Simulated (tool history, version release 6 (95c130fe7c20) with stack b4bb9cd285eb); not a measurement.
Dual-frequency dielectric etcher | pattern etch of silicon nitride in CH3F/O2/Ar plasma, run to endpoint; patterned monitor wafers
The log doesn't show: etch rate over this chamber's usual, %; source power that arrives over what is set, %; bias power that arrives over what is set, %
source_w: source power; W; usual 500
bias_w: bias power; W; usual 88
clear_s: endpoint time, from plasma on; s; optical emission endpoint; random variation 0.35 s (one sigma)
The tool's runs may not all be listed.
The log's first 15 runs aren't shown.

run	hour	source_w	bias_w	wafers since the last listed run	hours since the last wet clean	hours since the last source power generator calibration	hours since the last bias power generator calibration	hours since the last upper electrode change	incoming incoming film thickness, nm	clear_s
16	923.2	390	88	807	108.6	3377.2	546.3	161.1	36.63	46.3
17	983.8	500	88	1064	169.2	3437.8	606.9	221.7	36.57	42.9
18	1121.5	390	81	2418	306.9	3575.5	744.6	359.4	36.61	48.8
# hour 1166.7: source power generator calibrated
19	1222	500	98	1694	407.4	55.3	845.1	459.9	36.58	39.2
20	1320.9	500	88	1737	506.3	154.2	944	558.8	36.31	41.2
21	1361.2	590	100	707	546.6	194.5	984.3	599.1	36.34	35.6
# hour 1512.2: wet clean of the chamber
22	1512.7	450	108	2239	0.5	346	1135.8	750.6	36.66	39.4
23	1551	420	103	672	38.8	384.3	1174.1	788.9	37	41.3
24	1640.3	420	69	1568	128.1	473.6	1263.4	878.2	36.48	51.4
25	1731.6	530	71	1603	219.4	564.9	1354.7	969.5	36.26	46.1
26	1807.6	610	103	1334	295.4	640.9	1430.7	1045.5	36.52	35.5
27	1899	500	88	1605	386.8	732.3	1522.1	1136.9	36.68	42
28	1943	590	80	772	430.8	776.3	1566.1	1180.9	36.54	41.2
29	2042	610	88	1738	529.8	875.3	1665.1	1279.9	36.65	38.2
30	2082.4	500	104	709	570.2	915.7	1705.5	1320.3	36.65	37.3
31	2121.8	500	100	692	609.6	955.1	1744.9	1359.7	36.91	38.8
32	2174.7	500	88	929	662.5	1008	1797.8	1412.6	36.5	40.5
# hour 2225.2: wet clean of the chamber
33	2271.1	530	88	1271	45.9	1104.4	1894.2	1509	36.67	42.4
34	2355.7	580	102	1485	130.5	1189	1978.8	1593.6	36.33	37.1
35	2457	440	88	1779	231.8	1290.3	2080.1	1694.9	37.05	44.5

Forecast each of these 4 alternatives for the next run:
A	2457.4	600	88	7	232.2	1290.7	2080.5	1695.3	36.7	?
B	2457.4	590	88	7	232.2	1290.7	2080.5	1695.3	36.7	?
C	2457.4	610	95	7	232.2	1290.7	2080.5	1695.3	36.7	?
D	2457.4	400	68	7	232.2	1290.7	2080.5	1695.3	36.7	?

run	clear_s
A	39.6
B	39.9
C	37.8
D	53.4
Without the tool's hidden state the same runs would have given:
run	clear_s
A	39.8
B	40.1
C	37.9
D	53.7
